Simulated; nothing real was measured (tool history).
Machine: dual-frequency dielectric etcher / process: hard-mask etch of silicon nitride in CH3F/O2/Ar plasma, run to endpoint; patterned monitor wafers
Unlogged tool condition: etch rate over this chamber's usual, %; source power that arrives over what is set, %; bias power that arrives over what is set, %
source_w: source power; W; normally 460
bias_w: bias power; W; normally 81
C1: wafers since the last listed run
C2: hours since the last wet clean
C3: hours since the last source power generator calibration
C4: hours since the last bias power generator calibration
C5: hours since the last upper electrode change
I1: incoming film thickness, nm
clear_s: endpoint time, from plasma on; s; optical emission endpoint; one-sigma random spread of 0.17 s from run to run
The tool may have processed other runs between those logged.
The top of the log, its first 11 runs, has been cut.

Run 12, hour 295.2: usual settings; C1 167; C2 202.2; C3 3393.3; C4 1694.0; C5 5107.2; I1 39.94. Result: clear_s 52.0 s.
Run 13, hour 325.9: usual settings but bias_w 76 W; C1 317; C2 232.9; C3 3424.0; C4 1724.7; C5 5137.9; I1 40.26. Result: clear_s 53.3 s.
At hour 349.4: bias power generator calibrated.
Run 14, hour 411.4: usual settings but bias_w 76 W; C1 841; C2 318.4; C3 3509.5; C4 62.0; C5 5223.4; I1 40.03. Result: clear_s 52.2 s.
Run 15, hour 437.3: usual settings but source_w 390 W, bias_w 89 W; C1 267; C2 344.3; C3 3535.4; C4 87.9; C5 5249.3; I1 39.82. Result: clear_s 51.9 s.
At hour 471.2: wet clean of the chamber.
Run 16, hour 471.7: usual settings but source_w 390 W, bias_w 67 W; C1 107; C2 0.5; C3 3569.8; C4 122.3; C5 5283.7; I1 40.12. Result: clear_s 58.7 s.
Run 17, hour 484.8: usual settings but source_w 560 W, bias_w 91 W; C1 135; C2 13.6; C3 3582.9; C4 135.4; C5 5296.8; I1 40.01. Result: clear_s 48.1 s.
Run 18, hour 501.0: usual settings but source_w 570 W; C1 167; C2 29.8; C3 3599.1; C4 151.6; C5 5313.0; I1 40.24. Result: clear_s 49.9 s.
At hour 510.5: source power generator calibrated.
At hour 549.5: upper electrode replaced.
Run 19, hour 550.0: usual settings but source_w 570 W, bias_w 68 W; C1 216; C2 78.8; C3 39.5; C4 200.6; C5 0.5; I1 39.96. Result: clear_s 52.0 s.
Run 20, hour 569.2: usual settings; C1 198; C2 98.0; C3 58.7; C4 219.8; C5 19.7; I1 39.83. Result: clear_s 52.3 s.
Run 21, hour 587.6: usual settings but source_w 510 W, bias_w 90 W; C1 190; C2 116.4; C3 77.1; C4 238.2; C5 38.1; I1 39.82. Result: clear_s 49.0 s.
Run 22, hour 601.8: usual settings but source_w 540 W; C1 146; C2 130.6; C3 91.3; C4 252.4; C5 52.3; I1 39.81. Result: clear_s 49.6 s.
Run 23, hour 617.4: usual settings; C1 161; C2 146.2; C3 106.9; C4 268.0; C5 67.9; I1 39.48. Result: clear_s 51.4 s.
Run 24, hour 629.9: usual settings; C1 129; C2 158.7; C3 119.4; C4 280.5; C5 80.4; I1 39.78. Result: clear_s 52.1 s.
Run 25, hour 663.7: usual settings but bias_w 74 W; C1 349; C2 192.5; C3 153.2; C4 314.3; C5 114.2; I1 39.84. Result: clear_s 53.3 s.
Run 26, hour 697.3: usual settings but source_w 540 W, bias_w 100 W; C1 347; C2 226.1; C3 186.8; C4 347.9; C5 147.8; I1 40.32. Result: clear_s 46.7 s.
Run 27, hour 732.2: usual settings but source_w 420 W, bias_w 95 W; C1 360; C2 261.0; C3 221.7; C4 382.8; C5 182.7; I1 40.33. Result: clear_s 50.6 s.
Run 28, hour 753.9: usual settings but source_w 370 W, bias_w 67 W; C1 224; C2 282.7; C3 243.4; C4 404.5; C5 204.4; I1 40.40. Result: clear_s 59.0 s.
Run 29, hour 772.0: usual settings but source_w 390 W, bias_w 65 W; C1 186; C2 300.8; C3 261.5; C4 422.6; C5 222.5; I1 40.12. Result: clear_s 58.3 s.
Run 30, hour 796.5: usual settings but source_w 350 W, bias_w 88 W; C1 253; C2 325.3; C3 286.0; C4 447.1; C5 247.0; I1 39.67. Result: clear_s 53.7 s.

What if the next run were any one of these 4? Each begins from the tool's condition after run 30:
Run A, hour 796.9: usual settings but bias_w 88 W; C1 4; C2 325.7; C3 286.4; C4 447.5; C5 247.4; I1 39.77. Result: clear_s ?.
Run B, hour 796.9: usual settings but source_w 550 W, bias_w 88 W; C1 4; C2 325.7; C3 286.4; C4 447.5; C5 247.4; I1 39.77. Result: clear_s ?.
Run C, hour 796.9: usual settings but source_w 510 W, bias_w 100 W; C1 4; C2 325.7; C3 286.4; C4 447.5; C5 247.4; I1 39.77. Result: clear_s ?.
Run D, hour 796.9: usual settings but source_w 530 W, bias_w 61 W; C1 4; C2 325.7; C3 286.4; C4 447.5; C5 247.4; I1 39.77. Result: clear_s ?.

run  clear_s
  A     49.8
  B     47.2
  C     46.3
  D     53.3
What these runs would have given with no unlogged condition in the tool:
run  clear_s
  A     51.3
  B     48.6
  C     47.7
  D     54.9
